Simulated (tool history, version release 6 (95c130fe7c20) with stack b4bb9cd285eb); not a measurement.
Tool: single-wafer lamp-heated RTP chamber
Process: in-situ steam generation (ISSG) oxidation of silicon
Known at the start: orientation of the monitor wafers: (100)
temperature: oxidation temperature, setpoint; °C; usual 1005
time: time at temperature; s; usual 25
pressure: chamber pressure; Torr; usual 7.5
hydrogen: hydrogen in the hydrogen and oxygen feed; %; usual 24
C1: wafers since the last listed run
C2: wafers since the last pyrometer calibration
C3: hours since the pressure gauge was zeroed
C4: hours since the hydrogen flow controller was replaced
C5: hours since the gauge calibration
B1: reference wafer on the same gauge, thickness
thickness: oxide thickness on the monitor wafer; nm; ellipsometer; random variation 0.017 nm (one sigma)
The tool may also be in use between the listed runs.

{"run": 1, "hour": 0.0, "temperature": 1005, "time": 25, "pressure": 7.5, "hydrogen": 24, "C1": 0, "C2": 454, "C3": 1811.9, "C4": 3623.1, "C5": 298.2, "B1": 5.408, "thickness": 5.716}
{"run": 2, "hour": 22.9, "temperature": 1005, "time": 25, "pressure": 7.5, "hydrogen": 24, "C1": 267, "C2": 722, "C3": 1834.8, "C4": 3646.0, "C5": 321.1, "B1": 5.407, "thickness": 5.707}
{"run": 3, "hour": 41.6, "temperature": 1005, "time": 25, "pressure": 7.5, "hydrogen": 24, "C1": 218, "C2": 940, "C3": 1853.5, "C4": 3664.7, "C5": 339.8, "B1": 5.41, "thickness": 5.739}
{"run": 4, "hour": 74.3, "temperature": 1005, "time": 25, "pressure": 7.5, "hydrogen": 24, "C1": 382, "C2": 1323, "C3": 1886.2, "C4": 3697.4, "C5": 372.5, "B1": 5.413, "thickness": 5.705}
{"run": 5, "hour": 94.4, "temperature": 1005, "time": 25, "pressure": 7.5, "hydrogen": 24, "C1": 235, "C2": 1558, "C3": 1906.3, "C4": 3717.5, "C5": 392.6, "B1": 5.411, "thickness": 5.712}
{"hour": 117.3, "done": "pyrometer window cleaned and pyrometer calibrated"}
{"run": 6, "hour": 117.8, "temperature": 1005, "time": 25, "pressure": 7.5, "hydrogen": 24, "C1": 180, "C2": 6, "C3": 1929.7, "C4": 3740.9, "C5": 416.0, "B1": 5.419, "thickness": 5.733}
{"run": 7, "hour": 146.7, "temperature": 1005, "time": 25, "pressure": 7.5, "hydrogen": 29, "C1": 338, "C2": 344, "C3": 1958.6, "C4": 3769.8, "C5": 444.9, "B1": 5.412, "thickness": 6.016}
{"run": 8, "hour": 169.0, "temperature": 1005, "time": 25, "pressure": 7.5, "hydrogen": 29, "C1": 260, "C2": 605, "C3": 1980.9, "C4": 3792.1, "C5": 467.2, "B1": 5.412, "thickness": 5.987}
{"run": 9, "hour": 198.2, "temperature": 1005, "time": 25, "pressure": 7.5, "hydrogen": 24, "C1": 341, "C2": 946, "C3": 2010.1, "C4": 3821.3, "C5": 496.4, "B1": 5.416, "thickness": 5.721}
{"run": 10, "hour": 214.2, "temperature": 1005, "time": 25, "pressure": 7.5, "hydrogen": 24, "C1": 187, "C2": 1133, "C3": 2026.1, "C4": 3837.3, "C5": 512.4, "B1": 5.423, "thickness": 5.75}
{"run": 11, "hour": 243.0, "temperature": 1005, "time": 25, "pressure": 7.5, "hydrogen": 24, "C1": 336, "C2": 1470, "C3": 2054.9, "C4": 3866.1, "C5": 541.2, "B1": 5.429, "thickness": 5.737}
{"hour": 260.8, "done": "gauge calibrated"}
{"run": 12, "hour": 276.4, "temperature": 1005, "time": 25, "pressure": 7.5, "hydrogen": 24, "C1": 390, "C2": 1861, "C3": 2088.3, "C4": 3899.5, "C5": 15.6, "B1": 5.33, "thickness": 5.615}
{"hour": 306.1, "done": "pyrometer window cleaned and pyrometer calibrated"}
{"run": 13, "hour": 306.6, "temperature": 1005, "time": 25, "pressure": 7.5, "hydrogen": 30, "C1": 259, "C2": 5, "C3": 2118.5, "C4": 3929.7, "C5": 45.8, "B1": 5.342, "thickness": 5.982}
{"run": 14, "hour": 319.1, "temperature": 1011, "time": 21, "pressure": 7.5, "hydrogen": 24, "C1": 146, "C2": 151, "C3": 2131.0, "C4": 3942.2, "C5": 58.3, "B1": 5.344, "thickness": 5.313}
{"hour": 378.0, "done": "pressure gauge zeroed"}
{"run": 15, "hour": 412.4, "temperature": 1021, "time": 33, "pressure": 6.9, "hydrogen": 24, "C1": 997, "C2": 1149, "C3": 34.4, "C4": 4035.5, "C5": 151.6, "B1": 5.379, "thickness": 7.029}
{"run": 16, "hour": 441.7, "temperature": 1005, "time": 19, "pressure": 7.5, "hydrogen": 24, "C1": 342, "C2": 1492, "C3": 63.7, "C4": 4064.8, "C5": 180.9, "B1": 5.385, "thickness": 5.023}
{"run": 17, "hour": 466.5, "temperature": 988, "time": 18, "pressure": 7.9, "hydrogen": 24, "C1": 290, "C2": 1782, "C3": 88.5, "C4": 4089.6, "C5": 205.7, "B1": 5.394, "thickness": 4.581}
{"run": 18, "hour": 487.9, "temperature": 993, "time": 34, "pressure": 7.5, "hydrogen": 20, "C1": 250, "C2": 2032, "C3": 109.9, "C4": 4111.0, "C5": 227.1, "B1": 5.401, "thickness": 6.044}
{"hour": 496.5, "done": "pyrometer window cleaned and pyrometer calibrated"}
{"run": 19, "hour": 508.5, "temperature": 1005, "time": 25, "pressure": 6.9, "hydrogen": 24, "C1": 147, "C2": 140, "C3": 130.5, "C4": 4131.6, "C5": 247.7, "B1": 5.403, "thickness": 5.686}
{"hour": 527.4, "done": "hydrogen flow controller replaced"}
{"run": 20, "hour": 537.5, "temperature": 1005, "time": 25, "pressure": 7.5, "hydrogen": 24, "C1": 245, "C2": 385, "C3": 159.5, "C4": 10.1, "C5": 276.7, "B1": 5.407, "thickness": 5.681}
{"run": 21, "hour": 569.6, "temperature": 988, "time": 18, "pressure": 7.9, "hydrogen": 24, "C1": 375, "C2": 761, "C3": 191.6, "C4": 42.2, "C5": 308.8, "B1": 5.411, "thickness": 4.592}
{"run": 22, "hour": 589.9, "temperature": 997, "time": 18, "pressure": 6.9, "hydrogen": 18, "C1": 237, "C2": 998, "C3": 211.9, "C4": 62.5, "C5": 329.1, "B1": 5.414, "thickness": 4.417}
{"run": 23, "hour": 609.6, "temperature": 995, "time": 32, "pressure": 8.8, "hydrogen": 24, "C1": 230, "C2": 1229, "C3": 231.6, "C4": 82.2, "C5": 348.8, "B1": 5.414, "thickness": 6.095}
{"run": 24, "hour": 634.6, "temperature": 1000, "time": 34, "pressure": 7.5, "hydrogen": 31, "C1": 292, "C2": 1521, "C3": 256.6, "C4": 107.2, "C5": 373.8, "B1": 5.421, "thickness": 6.912}
{"run": 25, "hour": 658.9, "temperature": 1005, "time": 25, "pressure": 7.5, "hydrogen": 24, "C1": 284, "C2": 1805, "C3": 280.9, "C4": 131.5, "C5": 398.1, "B1": 5.425, "thickness": 5.727}
{"hour": 670.6, "done": "pyrometer window cleaned and pyrometer calibrated"}
{"run": 26, "hour": 683.9, "temperature": 988, "time": 18, "pressure": 7.9, "hydrogen": 24, "C1": 198, "C2": 155, "C3": 305.9, "C4": 156.5, "C5": 423.1, "B1": 5.417, "thickness": 4.591}
{"run": 27, "hour": 718.1, "temperature": 1023, "time": 25, "pressure": 7.5, "hydrogen": 24, "C1": 400, "C2": 555, "C3": 340.1, "C4": 190.7, "C5": 457.3, "B1": 5.416, "thickness": 6.25}
{"run": 28, "hour": 742.0, "temperature": 1005, "time": 21, "pressure": 6.9, "hydrogen": 18, "C1": 279, "C2": 835, "C3": 364.0, "C4": 214.6, "C5": 481.2, "B1": 5.425, "thickness": 4.883}
{"hour": 751.1, "done": "gauge calibrated"}
{"run": 29, "hour": 770.6, "temperature": 994, "time": 34, "pressure": 8.3, "hydrogen": 28, "C1": 334, "C2": 1170, "C3": 392.6, "C4": 243.2, "C5": 19.5, "B1": 5.329, "thickness": 6.435}
{"run": 30, "hour": 800.4, "temperature": 1005, "time": 29, "pressure": 7.5, "hydrogen": 24, "C1": 348, "C2": 1518, "C3": 422.4, "C4": 273.0, "C5": 49.3, "B1": 5.337, "thickness": 6.097}

Some steps in thickness between neighbouring runs. How much of each would the tool show without its hidden state too (settings, what came in, random variation), and how much is left for the hidden state, with any gauge scatter that isn't in both results?
The hidden state here: true wafer temperature minus pyrometer reading, K; true pressure minus gauge reading, Torr; deviation of the hydrogen flow from its setpoint, %; gauge reads high (%).
Run 11 -> 12: gauge calibrated. thickness -0.122 nm: hidden state -0.101, all else -0.021.
Run 14 -> 15: temperature 1011 -> 1021, time 21 -> 33, pressure 7.5 -> 6.9, pressure gauge zeroed. thickness +1.716 nm: hidden state +0.056, all else +1.660.
Run 15 -> 16: temperature 1021 -> 1005, time 33 -> 19, pressure 6.9 -> 7.5. thickness -2.006 nm: hidden state -0.020, all else -1.986.
Run 22 -> 23: temperature 997 -> 995, time 18 -> 32, pressure 6.9 -> 8.8, hydrogen 18 -> 24. thickness +1.678 nm: hidden state +0.034, all else +1.644.
Run 28 -> 29: temperature 1005 -> 994, time 21 -> 34, pressure 6.9 -> 8.3, hydrogen 18 -> 28, gauge calibrated. thickness +1.552 nm: hidden state -0.086, all else +1.638.

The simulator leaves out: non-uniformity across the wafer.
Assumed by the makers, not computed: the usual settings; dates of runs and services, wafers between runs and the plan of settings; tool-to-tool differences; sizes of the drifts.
